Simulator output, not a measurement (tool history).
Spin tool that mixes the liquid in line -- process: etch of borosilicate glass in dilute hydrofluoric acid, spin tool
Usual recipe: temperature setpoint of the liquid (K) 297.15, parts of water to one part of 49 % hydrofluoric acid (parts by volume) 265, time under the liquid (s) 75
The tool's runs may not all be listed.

run,hour,temperature setpoint of the liquid (K),parts of water to one part of 49 % hydrofluoric acid (parts by volume),time under the liquid (s),"read-back film thickness of the borosilicate glass reference wafer, read on the same gauge (nm)",thickness taken off the borosilicate glass on a monitor wafer (nm)
1,0,297.15,265,45,70.015,2.599
2,101.2,296.15,265,75,69.993,4.193
3,146,296.15,265,75,70.001,4.171
4,213.8,296.15,265,75,70.023,4.178
# hour 269.7: gauge calibrated
5,285.5,297.15,265,75,70.019,4.321
6,344.9,297.15,265,75,70.021,4.285
7,396.7,297.15,265,75,70.013,4.206
8,449.9,297.15,265,75,69.966,4.289
9,555.7,297.15,265,75,70.031,4.24
# hour 693.2: hydrofluoric acid flow meter replaced
10,740.7,297.15,265,75,70.014,4.231
11,845.5,300.65,265,75,69.977,4.869
12,910.6,293.15,340,105,70.012,3.705
# hour 1001.8: gauge calibrated
13,1015,297.15,325,75,69.987,3.225
14,1094.4,297.15,350,90,70.017,3.486
15,1190,297.15,265,75,69.983,4.169
# hour 1247.2: thermometer replaced
16,1279.9,297.15,265,30,69.985,1.776
17,1387.3,297.15,265,75,69.969,4.558
18,1465.2,298.65,320,60,70.016,3.002
19,1508.7,297.15,265,75,69.992,4.488
20,1580.3,301.15,265,75,70.011,5.057
21,1631.9,297.15,265,75,70.002,4.371

Consider 4 possible next runs. They are alternatives, not a sequence: every one starts from the tool as it was left by run 21. What does each give?
A,1632.3,297.15,265,75,?,?
B,1632.3,299.15,145,60,?,?
C,1632.3,299.65,265,75,?,?
D,1632.3,297.15,265,95,?,?

run,"read-back film thickness of the borosilicate glass reference wafer, read on the same gauge (nm)",thickness taken off the borosilicate glass on a monitor wafer (nm)
A,70.043,4.385
B,70.043,7.86
C,70.043,4.788
D,70.043,5.555
Without the tool's unlogged condition, the same runs would have read:
run,thickness taken off the borosilicate glass on a monitor wafer (nm)
A,4.455
B,7.992
C,4.861
D,5.643
